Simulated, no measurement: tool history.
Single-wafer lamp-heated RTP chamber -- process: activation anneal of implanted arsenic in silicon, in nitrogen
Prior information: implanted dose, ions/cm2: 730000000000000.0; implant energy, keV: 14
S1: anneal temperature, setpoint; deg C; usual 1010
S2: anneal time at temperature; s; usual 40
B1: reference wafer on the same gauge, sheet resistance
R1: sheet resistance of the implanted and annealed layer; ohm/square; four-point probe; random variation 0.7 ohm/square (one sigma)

run,hour,S1,S2,B1,R1
1,0,1010,28,178.57,164.43
2,9.3,1010,28,178.93,166.06
3,18.7,1010,40,179.03,161.31
4,25.2,1010,40,179.14,160.42
5,31.7,1010,40,179.12,160.03
6,41.8,1010,40,179.01,160.68
7,55.1,1010,40,179.06,160.5
8,72.1,1010,40,179.09,160.07
9,89.6,1010,40,179.18,161.32
10,103.9,1010,54,178.84,156.47
11,114.9,1022,40,179.11,157.25
12,127.9,981,40,178.93,172.32
13,140,1033,56,179.08,151.31
14,156.6,994,40,179.28,166.24
15,171.6,1010,40,179.24,160.17

Removed from this log: 3 entries logged between the listed runs. Between which two listed runs does each belong, and how does the tool's hidden state at the listed run before it compare with that at the listed run after it?
Logged between run 6 and run 7: reflector plate cleaned (hour 52)
  nothing in the hidden state changes from one run to the other
Logged between run 10 and run 11: gauge calibrated (hour 109.4); pyrometer window cleaned and pyrometer calibrated (hour 114.5)
  nothing in the hidden state changes from one run to the other
